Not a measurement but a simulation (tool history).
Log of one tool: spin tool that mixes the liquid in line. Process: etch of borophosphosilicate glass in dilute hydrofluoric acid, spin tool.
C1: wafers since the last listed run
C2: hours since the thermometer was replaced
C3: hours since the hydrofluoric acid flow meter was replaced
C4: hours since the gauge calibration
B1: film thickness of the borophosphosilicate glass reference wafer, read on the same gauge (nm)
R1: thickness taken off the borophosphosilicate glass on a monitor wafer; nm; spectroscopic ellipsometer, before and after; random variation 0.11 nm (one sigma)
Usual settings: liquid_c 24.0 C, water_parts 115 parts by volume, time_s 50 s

{"run": 1, "day": 0.0, "liquid_c": 24.0, "water_parts": 115, "time_s": 50, "C1": 0, "C2": 1807.8, "C3": 2007.0, "C4": 442.6, "B1": 150.03, "R1": 25.75}
{"run": 2, "day": 2.946, "liquid_c": 26.5, "water_parts": 115, "time_s": 45, "C1": 991, "C2": 1878.5, "C3": 2077.7, "C4": 513.3, "B1": 149.98, "R1": 25.28}
{"run": 3, "day": 5.383, "liquid_c": 26.5, "water_parts": 115, "time_s": 45, "C1": 820, "C2": 1937.0, "C3": 2136.2, "C4": 571.8, "B1": 149.97, "R1": 25.45}
{"run": 4, "day": 8.338, "liquid_c": 26.5, "water_parts": 115, "time_s": 45, "C1": 994, "C2": 2007.9, "C3": 2207.1, "C4": 642.7, "B1": 150.03, "R1": 25.42}
{"run": 5, "day": 9.696, "liquid_c": 24.0, "water_parts": 115, "time_s": 50, "C1": 457, "C2": 2040.5, "C3": 2239.7, "C4": 675.3, "B1": 150.01, "R1": 25.58}
{"run": 6, "day": 11.45, "liquid_c": 24.0, "water_parts": 115, "time_s": 50, "C1": 590, "C2": 2082.6, "C3": 2281.8, "C4": 717.4, "B1": 149.98, "R1": 25.84}
{"day": 12.833, "done": "hydrofluoric acid flow meter replaced"}
{"run": 7, "day": 14.425, "liquid_c": 24.0, "water_parts": 130, "time_s": 60, "C1": 987, "C2": 2154.0, "C3": 38.2, "C4": 788.8, "B1": 150.01, "R1": 28.79}
{"run": 8, "day": 15.479, "liquid_c": 24.0, "water_parts": 130, "time_s": 60, "C1": 354, "C2": 2179.3, "C3": 63.5, "C4": 814.1, "B1": 150.0, "R1": 28.6}
{"day": 16.608, "done": "thermometer replaced"}
{"run": 9, "day": 16.629, "liquid_c": 24.0, "water_parts": 115, "time_s": 50, "C1": 373, "C2": 0.5, "C3": 91.1, "C4": 841.7, "B1": 149.98, "R1": 25.41}
{"day": 18.212, "done": "gauge calibrated"}
{"run": 10, "day": 21.75, "liquid_c": 24.0, "water_parts": 150, "time_s": 80, "C1": 1723, "C2": 123.4, "C3": 214.0, "C4": 84.9, "B1": 150.01, "R1": 29.71}
{"run": 11, "day": 23.633, "liquid_c": 28.5, "water_parts": 115, "time_s": 35, "C1": 634, "C2": 168.6, "C3": 259.2, "C4": 130.1, "B1": 149.98, "R1": 21.11}
{"run": 12, "day": 26.442, "liquid_c": 20.5, "water_parts": 115, "time_s": 50, "C1": 945, "C2": 236.0, "C3": 326.6, "C4": 197.5, "B1": 149.99, "R1": 21.97}
{"run": 13, "day": 27.938, "liquid_c": 25.5, "water_parts": 150, "time_s": 25, "C1": 503, "C2": 271.9, "C3": 362.5, "C4": 233.4, "B1": 150.0, "R1": 9.87}
{"run": 14, "day": 29.067, "liquid_c": 22.0, "water_parts": 150, "time_s": 20, "C1": 380, "C2": 299.0, "C3": 389.6, "C4": 260.5, "B1": 150.0, "R1": 6.92}
{"run": 15, "day": 30.879, "liquid_c": 28.5, "water_parts": 90, "time_s": 50, "C1": 610, "C2": 342.5, "C3": 433.1, "C4": 304.0, "B1": 150.0, "R1": 39.77}
{"run": 16, "day": 33.479, "liquid_c": 27.0, "water_parts": 90, "time_s": 65, "C1": 875, "C2": 404.9, "C3": 495.5, "C4": 366.4, "B1": 150.03, "R1": 49.05}

Some steps in R1 between neighbouring runs. How much of each would the tool show without its hidden state too (settings, what came in, random variation), and how much is left for the hidden state, with any gauge scatter that isn't in both results?
The hidden state here: liquid hotter than its thermometer reads (K); hydrofluoric acid flow below the setpoint (%); gauge reads high (%).
Run 8 -> 9: water_parts 130 -> 115, time_s 60 -> 50, thermometer replaced. R1 -3.19 nm: hidden state -2.35, all else -0.84.
Run 14 -> 15: liquid_c 22.0 -> 28.5, water_parts 150 -> 90, time_s 20 -> 50. R1 +32.85 nm: hidden state +0.55, all else +32.30.
